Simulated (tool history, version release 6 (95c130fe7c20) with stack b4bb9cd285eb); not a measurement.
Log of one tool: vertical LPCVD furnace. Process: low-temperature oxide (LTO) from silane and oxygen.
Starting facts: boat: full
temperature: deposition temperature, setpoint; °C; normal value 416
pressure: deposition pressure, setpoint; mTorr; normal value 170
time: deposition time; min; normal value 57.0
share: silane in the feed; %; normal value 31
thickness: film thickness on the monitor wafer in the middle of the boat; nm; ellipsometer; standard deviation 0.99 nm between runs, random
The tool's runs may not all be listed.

run   hour  temperature  pressure  time  share  wafers since the last listed run  hours since the last temperature calibration  hours since the pressure gauge was zeroed  hours since the silane flow controller was replaced  hours since the gauge calibration  read-back reference wafer on the same gauge, thickness  thickness
  1    0.0          416       170  57.0     31                                 0                                        3200.1                                     3029.8                                               5470.2                              623.2                                                  348.93     370.07
  2   23.5          416       170  57.0     31                               268                                        3223.6                                     3053.3                                               5493.7                              646.7                                                  349.16     372.33
  3   46.6          416       170  57.0     31                               264                                        3246.7                                     3076.4                                               5516.8                              669.8                                                  349.12     369.76
  4   74.3          416       170  57.0     31                               316                                        3274.4                                     3104.1                                               5544.5                              697.5                                                  349.35     368.22
  5  107.8          416       170  57.0     31                               382                                        3307.9                                     3137.6                                               5578.0                              731.0                                                  348.53     368.45
  6  124.0          416       170  57.0     26                               185                                        3324.1                                     3153.8                                               5594.2                              747.2                                                  348.78     285.93
  7  138.9          416       170  57.0     26                               170                                        3339.0                                     3168.7                                               5609.1                              762.1                                                  349.29     285.78
  8  154.2          416       170  57.0     31                               174                                        3354.3                                     3184.0                                               5624.4                              777.4                                                  349.28     369.54
  9  181.2          416       170  57.0     31                               308                                        3381.3                                     3211.0                                               5651.4                              804.4                                                  348.81     370.40
 10  195.8          416       170  57.0     31                               166                                        3395.9                                     3225.6                                               5666.0                              819.0                                                  349.08     369.92
     233.7  -- thermocouples replaced and temperature profile calibrated
     256.4  -- pressure gauge zeroed
 11  256.9          416       170  57.0     31                               165                                          23.2                                        0.5                                               5727.1                              880.1                                                  349.63     349.31
 12  261.3          416       170  57.0     31                                50                                          27.6                                        4.9                                               5731.5                              884.5                                                  348.62     350.95
 13  265.7          416       170  57.0     31                                50                                          32.0                                        9.3                                               5735.9                              888.9                                                  348.74     348.66
 14  279.7          416       170  57.0     31                               160                                          46.0                                       23.3                                               5749.9                              902.9                                                  348.66     349.68
 15  312.6          416       170  57.0     31                               376                                          78.9                                       56.2                                               5782.8                              935.8                                                  349.06     350.18
 16  329.1          416       170  57.0     31                               188                                          95.4                                       72.7                                               5799.3                              952.3                                                  349.13     351.36
 17  346.1          421       170  57.0     37                               194                                         112.4                                       89.7                                               5816.3                              969.3                                                  348.86     464.39
 18  377.7          416       190  57.0     31                               361                                         144.0                                      121.3                                               5847.9                             1000.9                                                  348.59     393.26
 19  410.1          413       170  75.5     31                               370                                         176.4                                      153.7                                               5880.3                             1033.3                                                  349.10     451.23
     430.7  -- gauge calibrated
 20  431.1          416       170  57.0     31                               240                                         197.4                                      174.7                                               5901.3                                0.4                                                  348.91     351.79
 21  454.5          419       145  77.0     29                               267                                         220.8                                      198.1                                               5924.7                               23.8                                                  349.24     382.95
 22  483.0          416       170  57.0     31                               325                                         249.3                                      226.6                                               5953.2                               52.3                                                  349.26     355.08
 23  587.9          416       170  69.0     31                              1198                                         354.2                                      331.5                                               6058.1                              157.2                                                  349.07     429.54
     613.9  -- silane flow controller replaced
 24  614.4          416       170  57.0     28                                28                                         380.7                                      358.0                                                  0.5                              183.7                                                  348.96     306.50
 25  707.9          416       170  57.0     34                              1068                                         474.2                                      451.5                                                 94.0                              277.2                                                  348.88     403.15
 26  740.7          416       170  57.0     31                               374                                         507.0                                      484.3                                                126.8                              310.0                                                  348.64     357.04
 27  761.3          416       170  40.0     31                               235                                         527.6                                      504.9                                                147.4                              330.6                                                  349.22     251.33
 28  784.6          416       210  57.0     35                               266                                         550.9                                      528.2                                                170.7                              353.9                                                  348.81     517.84
 29  799.1          416       170  68.0     31                               165                                         565.4                                      542.7                                                185.2                              368.4                                                  348.84     424.80
 30  816.1          412       205  49.5     33                               194                                         582.4                                      559.7                                                202.2                              385.4                                                  348.83     389.10
 31  902.6          426       180  57.0     31                               988                                         668.9                                      646.2                                                288.7                              471.9                                                  349.09     423.46
 32  923.4          413       200  66.5     28                               237                                         689.7                                      667.0                                                309.5                              492.7                                                  348.69     411.68

What the log doesn't show, run by run:
true tube temperature minus thermocouple reading, K: 0 at every run
deviation of the silane flow from its setpoint, %: 0 at every run
gauge reads high (%): 0 at every run
H1: true pressure minus gauge reading, mTorr
run      H1
  1    8.28
  2    8.29
  3     8.3
  4    8.32
  5    8.33
  6    8.34
  7    8.35
  8    8.35
  9    8.36
 10    8.37
 11   -1.32
 12   -1.28
 13   -1.25
 14   -1.13
 15  -0.869
 16   -0.74
 17  -0.609
 18  -0.371
 19  -0.134
 20  0.0159
 21   0.179
 22   0.374
 23    1.05
 24    1.21
 25    1.74
 26    1.92
 27    2.02
 28    2.14
 29    2.22
 30     2.3
 31    2.71
 32    2.81
